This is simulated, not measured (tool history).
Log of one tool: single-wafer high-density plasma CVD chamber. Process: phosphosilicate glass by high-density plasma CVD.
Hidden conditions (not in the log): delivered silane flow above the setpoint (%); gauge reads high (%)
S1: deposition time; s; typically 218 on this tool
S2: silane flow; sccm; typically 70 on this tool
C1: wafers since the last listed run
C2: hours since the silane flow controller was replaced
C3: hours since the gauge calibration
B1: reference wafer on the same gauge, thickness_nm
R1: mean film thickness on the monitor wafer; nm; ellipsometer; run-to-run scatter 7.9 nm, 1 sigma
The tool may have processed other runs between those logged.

Run 1, hour 0.0: usual settings but S2 61 sccm; C1 0; C2 3492.3; C3 1119.0; B1 1827.685. Result: R1 1331.961 nm.
Run 2, hour 53.5: usual settings but S2 61 sccm; C1 608; C2 3545.8; C3 1172.5; B1 1828.302. Result: R1 1322.001 nm.
Run 3, hour 157.0: usual settings; C1 1176; C2 3649.3; C3 1276.0; B1 1828.472. Result: R1 1471.654 nm.
At hour 222.1: gauge calibrated.
Run 4, hour 439.4: usual settings; C1 3209; C2 3931.7; C3 217.3; B1 1831.433. Result: R1 1457.770 nm.
Run 5, hour 523.2: usual settings; C1 952; C2 4015.5; C3 301.1; B1 1828.772. Result: R1 1463.390 nm.
At hour 754.2: silane flow controller replaced.
Run 6, hour 778.4: usual settings; C1 2809; C2 24.2; C3 556.3; B1 1831.553. Result: R1 1524.720 nm.
Run 7, hour 864.7: usual settings; C1 980; C2 110.5; C3 642.6; B1 1829.496. Result: R1 1544.870 nm.
Run 8, hour 918.9: usual settings; C1 616; C2 164.7; C3 696.8; B1 1826.437. Result: R1 1535.564 nm.
Run 9, hour 991.7: usual settings; C1 827; C2 237.5; C3 769.6; B1 1828.630. Result: R1 1535.944 nm.
Run 10, hour 1089.4: usual settings but S1 246 s; C1 1110; C2 335.2; C3 867.3; B1 1831.190. Result: R1 1750.704 nm.
Run 11, hour 1143.3: usual settings but S1 252 s; C1 612; C2 389.1; C3 921.2; B1 1835.108. Result: R1 1778.650 nm.
Run 12, hour 1203.2: usual settings; C1 680; C2 449.0; C3 981.1; B1 1828.191. Result: R1 1537.120 nm.
Run 13, hour 1271.0: usual settings; C1 770; C2 516.8; C3 1048.9; B1 1833.472. Result: R1 1542.379 nm.
Run 14, hour 1341.1: usual settings but S1 246 s; C1 796; C2 586.9; C3 1119.0; B1 1835.699. Result: R1 1727.998 nm.
Run 15, hour 1437.7: usual settings; C1 1097; C2 683.5; C3 1215.6; B1 1829.138. Result: R1 1529.440 nm.
Run 16, hour 1506.0: usual settings but S1 179 s, S2 81 sccm; C1 776; C2 751.8; C3 1283.9; B1 1832.938. Result: R1 1420.693 nm.
Run 17, hour 1589.4: usual settings but S1 183 s, S2 75 sccm; C1 947; C2 835.2; C3 1367.3; B1 1829.586. Result: R1 1365.252 nm.
Run 18, hour 1641.7: usual settings but S1 257 s, S2 56 sccm; C1 594; C2 887.5; C3 1419.6; B1 1829.738. Result: R1 1499.452 nm.
Run 19, hour 1703.2: usual settings but S2 59 sccm; C1 698; C2 949.0; C3 1481.1; B1 1830.867. Result: R1 1312.791 nm.
At hour 1730.2: gauge calibrated.
Run 20, hour 1745.0: usual settings; C1 475; C2 990.8; C3 14.8; B1 1827.108. Result: R1 1528.780 nm.
Run 21, hour 2017.9: usual settings but S1 244 s, S2 61 sccm; C1 3101; C2 1263.7; C3 287.7; B1 1828.456. Result: R1 1519.922 nm.
Run 22, hour 2065.8: usual settings but S1 230 s, S2 61 sccm; C1 544; C2 1311.6; C3 335.6; B1 1828.443. Result: R1 1411.024 nm.
Run 23, hour 2119.2: usual settings but S1 182 s; C1 606; C2 1365.0; C3 389.0; B1 1828.187. Result: R1 1268.736 nm.
Run 24, hour 2221.7: usual settings but S1 232 s; C1 1164; C2 1467.5; C3 491.5; B1 1831.036. Result: R1 1605.011 nm.
Run 25, hour 2297.5: usual settings but S1 196 s, S2 60 sccm; C1 861; C2 1543.3; C3 567.3; B1 1827.386. Result: R1 1203.415 nm.
Run 26, hour 2383.3: usual settings but S1 183 s, S2 62 sccm; C1 975; C2 1629.1; C3 653.1; B1 1830.699. Result: R1 1153.298 nm.

Forecast each of these 3 alternatives for the next run:
Run A, hour 2383.8: usual settings but S1 235 s; C1 5; C2 1629.6; C3 653.6; B1 ?. Result: R1 ?.
Run B, hour 2383.8: usual settings but S1 196 s, S2 57 sccm; C1 5; C2 1629.6; C3 653.6; B1 ?. Result: R1 ?.
Run C, hour 2383.8: usual settings but S1 190 s, S2 75 sccm; C1 5; C2 1629.6; C3 653.6; B1 ?. Result: R1 ?.

run        B1        R1
  A  1828.982  1639.679
  B  1828.982  1152.078
  C  1828.982  1406.039
With the hidden condition removed and each run's random variation left untouched, the same runs would have given:
run        R1
  A  1665.395
  B  1170.147
  C  1428.091
